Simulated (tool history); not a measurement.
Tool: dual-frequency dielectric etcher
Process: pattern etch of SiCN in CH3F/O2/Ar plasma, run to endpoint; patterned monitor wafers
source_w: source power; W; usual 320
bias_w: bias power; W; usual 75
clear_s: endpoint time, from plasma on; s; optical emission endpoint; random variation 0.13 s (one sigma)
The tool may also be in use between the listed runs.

run	day	source_w	bias_w	incoming incoming film thickness, nm	clear_s
1	0.000	320	75	8.93	26.4
2	0.825	320	75	8.92	26.1
3	1.758	280	75	8.88	28.0
4	2.388	280	75	8.97	28.2
5	2.992	280	75	8.89	28.1
# day 3.550: source power generator calibrated
6	3.812	320	63	8.93	27.9
# day 4.054: bias power generator calibrated
7	4.983	320	63	8.93	27.8
8	6.267	320	75	8.95	25.8
# day 8.279: upper electrode replaced, of another model than before
9	9.104	320	75	8.81	25.6
10	9.975	320	71	8.96	26.7
11	10.496	280	75	8.91	29.2
# day 11.929: wet clean of the chamber
12	11.950	350	85	8.95	23.4
13	13.062	320	75	8.94	26.7
14	14.379	370	75	8.87	23.5
15	14.888	270	59	8.92	37.4
16	16.158	320	75	8.87	26.5
17	16.854	390	75	8.84	22.5
18	17.512	370	89	8.95	21.4
19	18.142	390	63	8.89	25.0
20	19.221	320	75	8.89	26.1
21	20.142	240	80	8.80	36.3
22	21.179	270	84	8.95	29.6
23	22.129	320	90	8.88	23.6
24	23.104	350	84	8.93	22.8
25	23.704	390	68	8.85	23.6
26	24.888	400	84	8.85	20.4
27	26.250	250	75	8.94	34.7
28	27.042	320	75	8.88	25.9
29	28.238	280	68	8.95	31.8
30	29.700	380	62	8.87	25.1
31	30.517	270	94	8.84	26.4
# day 32.575: wet clean of the chamber
32	32.596	320	75	8.98	27.5
33	33.096	270	90	8.99	29.2
34	33.758	300	56	8.84	34.8

Hidden state or all else? Some run-to-run changes of clear_s, split into what the settings, what came in and random variation would give without the hidden state, and what is left for the hidden state (with any gauge scatter that isn't in both results):
The hidden state here: etch rate over this chamber's usual, %; source power that arrives over what is set, %; bias power that arrives over what is set, %.
Run 11 -> 12: source_w 280 -> 350, bias_w 75 -> 85, wet clean of the chamber. clear_s -5.8 s: hidden state +1.5, all else -7.3.
Run 14 -> 15: source_w 370 -> 270, bias_w 75 -> 59. clear_s +13.9 s: hidden state -0.2, all else +14.1.
Run 15 -> 16: source_w 270 -> 320, bias_w 59 -> 75. clear_s -10.9 s: hidden state +0.1, all else -11.0.
Run 26 -> 27: source_w 400 -> 250, bias_w 84 -> 75. clear_s +14.3 s: hidden state -0.7, all else +15.0.
Run 31 -> 32: source_w 270 -> 320, bias_w 94 -> 75, wet clean of the chamber. clear_s +1.1 s: hidden state +1.5, all else -0.4.

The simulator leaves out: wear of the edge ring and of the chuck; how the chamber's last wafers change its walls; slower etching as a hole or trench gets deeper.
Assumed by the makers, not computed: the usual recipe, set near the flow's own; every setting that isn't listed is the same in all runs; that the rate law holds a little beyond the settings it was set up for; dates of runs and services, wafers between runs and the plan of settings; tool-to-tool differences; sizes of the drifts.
